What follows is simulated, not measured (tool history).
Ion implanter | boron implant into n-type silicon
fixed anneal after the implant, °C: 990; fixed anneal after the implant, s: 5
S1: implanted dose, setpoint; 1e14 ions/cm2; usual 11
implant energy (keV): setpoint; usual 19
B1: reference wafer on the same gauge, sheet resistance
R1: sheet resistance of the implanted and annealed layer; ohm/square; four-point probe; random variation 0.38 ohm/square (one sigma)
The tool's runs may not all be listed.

Run 1, hour 0: usual settings; B1 128.11. Result: R1 118.6 ohm/square.
Run 2, hour 52.9: usual settings but S1 10.18 1e14 ions/cm2, implant energy (keV) 24; B1 127.91. Result: R1 121.94 ohm/square.
Run 3, hour 80.8: usual settings; B1 127.9. Result: R1 118.71 ohm/square.
Run 4, hour 197.3: usual settings; B1 128.01. Result: R1 119.25 ohm/square.
Run 5, hour 262: usual settings but implant energy (keV) 21; B1 128. Result: R1 116.92 ohm/square.
Run 6, hour 286.4: usual settings but implant energy (keV) 17; B1 128.03. Result: R1 120.88 ohm/square.
At hour 301.1: extraction supply calibrated.
Run 7, hour 325.1: usual settings but implant energy (keV) 17; B1 128.01. Result: R1 120.74 ohm/square.
Run 8, hour 395.3: usual settings but implant energy (keV) 17; B1 127.88. Result: R1 120.37 ohm/square.
Run 9, hour 436.8: usual settings; B1 128.05. Result: R1 118.8 ohm/square.
Run 10, hour 463.9: usual settings; B1 127.94. Result: R1 118.33 ohm/square.
Run 11, hour 507.4: usual settings but S1 8.6 1e14 ions/cm2, implant energy (keV) 21.5; B1 127.93. Result: R1 140.58 ohm/square.
Run 12, hour 537.5: usual settings but S1 11.93 1e14 ions/cm2, implant energy (keV) 21.5; B1 127.99. Result: R1 109.97 ohm/square.
At hour 569.4: Faraday cup replaced and dose calibrated.
Run 13, hour 572.5: usual settings; B1 128.15. Result: R1 118.22 ohm/square.
Run 14, hour 630.6: usual settings but S1 9.02 1e14 ions/cm2; B1 128.03. Result: R1 137.01 ohm/square.
Run 15, hour 686.1: usual settings; B1 128.08. Result: R1 118.89 ohm/square.
At hour 710.6: gauge calibrated.
Run 16, hour 733: usual settings but implant energy (keV) 16; B1 127.95. Result: R1 121.92 ohm/square.
Run 17, hour 862.9: usual settings but S1 8.31 1e14 ions/cm2, implant energy (keV) 16.5; B1 128.15. Result: R1 147.31 ohm/square.
Run 18, hour 887.8: usual settings but S1 14.16 1e14 ions/cm2, implant energy (keV) 15; B1 127.97. Result: R1 107.88 ohm/square.
Run 19, hour 911.9: usual settings but S1 9.85 1e14 ions/cm2, implant energy (keV) 20.5; B1 128.06. Result: R1 126.28 ohm/square.
Run 20, hour 936.4: usual settings but S1 14.12 1e14 ions/cm2; B1 127.99. Result: R1 101.31 ohm/square.

4 ways to go on from here, each from the tool as it stands after run 20. What would each give?
Run A, hour 936.8: usual settings; B1 ?. Result: R1 ?.
Run B, hour 936.8: usual settings but S1 13.09 1e14 ions/cm2, implant energy (keV) 16; B1 ?. Result: R1 ?.
Run C, hour 936.8: usual settings but implant energy (keV) 25.5; B1 ?. Result: R1 ?.
Run D, hour 936.8: usual settings but implant energy (keV) 12.5; B1 ?. Result: R1 ?.

run      B1      R1
  A  128.02  118.26
  B  128.02  110.03
  C  128.02  114.21
  D  128.02  129.55
Without the tool's hidden state the same runs would have given:
run      R1
  A  118.26
  B  110.03
  C  114.21
  D  129.55
